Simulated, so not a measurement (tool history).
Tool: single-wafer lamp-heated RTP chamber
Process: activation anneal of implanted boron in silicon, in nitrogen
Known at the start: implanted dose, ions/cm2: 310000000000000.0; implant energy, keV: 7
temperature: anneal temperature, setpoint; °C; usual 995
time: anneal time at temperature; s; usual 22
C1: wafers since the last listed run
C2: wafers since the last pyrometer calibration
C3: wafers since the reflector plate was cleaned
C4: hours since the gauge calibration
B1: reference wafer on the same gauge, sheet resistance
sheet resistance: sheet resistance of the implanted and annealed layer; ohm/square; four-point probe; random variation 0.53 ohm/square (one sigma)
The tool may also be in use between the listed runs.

{"run": 1, "hour": 0.0, "temperature": 995, "time": 30, "C1": 0, "C2": 3036, "C3": 5292, "C4": 109.8, "B1": 375.28, "sheet resistance": 349.45}
{"run": 2, "hour": 22.7, "temperature": 995, "time": 22, "C1": 492, "C2": 3528, "C3": 5784, "C4": 132.5, "B1": 375.02, "sheet resistance": 350.86}
{"run": 3, "hour": 38.1, "temperature": 995, "time": 22, "C1": 333, "C2": 3862, "C3": 6118, "C4": 147.9, "B1": 374.88, "sheet resistance": 349.69}
{"hour": 61.3, "done": "pyrometer window cleaned and pyrometer calibrated"}
{"run": 4, "hour": 62.4, "temperature": 995, "time": 22, "C1": 353, "C2": 23, "C3": 6471, "C4": 172.2, "B1": 375.25, "sheet resistance": 352.49}
{"run": 5, "hour": 76.6, "temperature": 995, "time": 25, "C1": 307, "C2": 331, "C3": 6779, "C4": 186.4, "B1": 374.84, "sheet resistance": 351.52}
{"run": 6, "hour": 99.4, "temperature": 995, "time": 25, "C1": 494, "C2": 825, "C3": 7273, "C4": 209.2, "B1": 374.99, "sheet resistance": 351.33}
{"run": 7, "hour": 118.8, "temperature": 995, "time": 22, "C1": 420, "C2": 1245, "C3": 7693, "C4": 228.6, "B1": 374.85, "sheet resistance": 351.93}
{"run": 8, "hour": 153.7, "temperature": 971, "time": 26, "C1": 756, "C2": 2002, "C3": 8450, "C4": 263.5, "B1": 374.95, "sheet resistance": 359.01}
{"run": 9, "hour": 184.6, "temperature": 1023, "time": 28, "C1": 669, "C2": 2671, "C3": 9120, "C4": 294.4, "B1": 374.98, "sheet resistance": 345.2}
{"hour": 218.1, "done": "pyrometer window cleaned and pyrometer calibrated"}
{"run": 10, "hour": 218.6, "temperature": 974, "time": 9, "C1": 563, "C2": 10, "C3": 9683, "C4": 328.4, "B1": 375.11, "sheet resistance": 365.11}
{"run": 11, "hour": 247.9, "temperature": 995, "time": 33, "C1": 635, "C2": 645, "C3": 10318, "C4": 357.7, "B1": 374.81, "sheet resistance": 349.3}
{"hour": 250.5, "done": "gauge calibrated"}
{"run": 12, "hour": 267.4, "temperature": 987, "time": 30, "C1": 422, "C2": 1068, "C3": 10741, "C4": 16.9, "B1": 374.95, "sheet resistance": 351.62}
{"hour": 284.2, "done": "reflector plate cleaned"}
{"run": 13, "hour": 291.7, "temperature": 1020, "time": 11, "C1": 353, "C2": 1421, "C3": 163, "C4": 41.2, "B1": 375.09, "sheet resistance": 350.46}
{"run": 14, "hour": 324.2, "temperature": 987, "time": 26, "C1": 704, "C2": 2125, "C3": 867, "C4": 73.7, "B1": 375.14, "sheet resistance": 351.98}
{"run": 15, "hour": 339.1, "temperature": 995, "time": 25, "C1": 322, "C2": 2448, "C3": 1190, "C4": 88.6, "B1": 375.06, "sheet resistance": 350.09}
{"run": 16, "hour": 358.9, "temperature": 995, "time": 22, "C1": 429, "C2": 2877, "C3": 1619, "C4": 108.4, "B1": 375.02, "sheet resistance": 350.32}

Forecast each of these 3 alternatives for the next run:
{"run": "A", "hour": 359.3, "temperature": 995, "time": 22, "C1": 8, "C2": 2886, "C3": 1628, "C4": 108.8, "B1": "?", "sheet resistance": "?"}
{"run": "B", "hour": 359.3, "temperature": 979, "time": 11, "C1": 8, "C2": 2886, "C3": 1628, "C4": 108.8, "B1": "?", "sheet resistance": "?"}
{"run": "C", "hour": 359.3, "temperature": 971, "time": 22, "C1": 8, "C2": 2886, "C3": 1628, "C4": 108.8, "B1": "?", "sheet resistance": "?"}

run=A B1=374.78 sheet_resistance=350.66
run=B B1=374.78 sheet_resistance=358.08
run=C B1=374.78 sheet_resistance=358.03
Without the tool's hidden state the same runs would have given:
run=A sheet_resistance=352.76
run=B sheet_resistance=362.92
run=C sheet_resistance=364.27
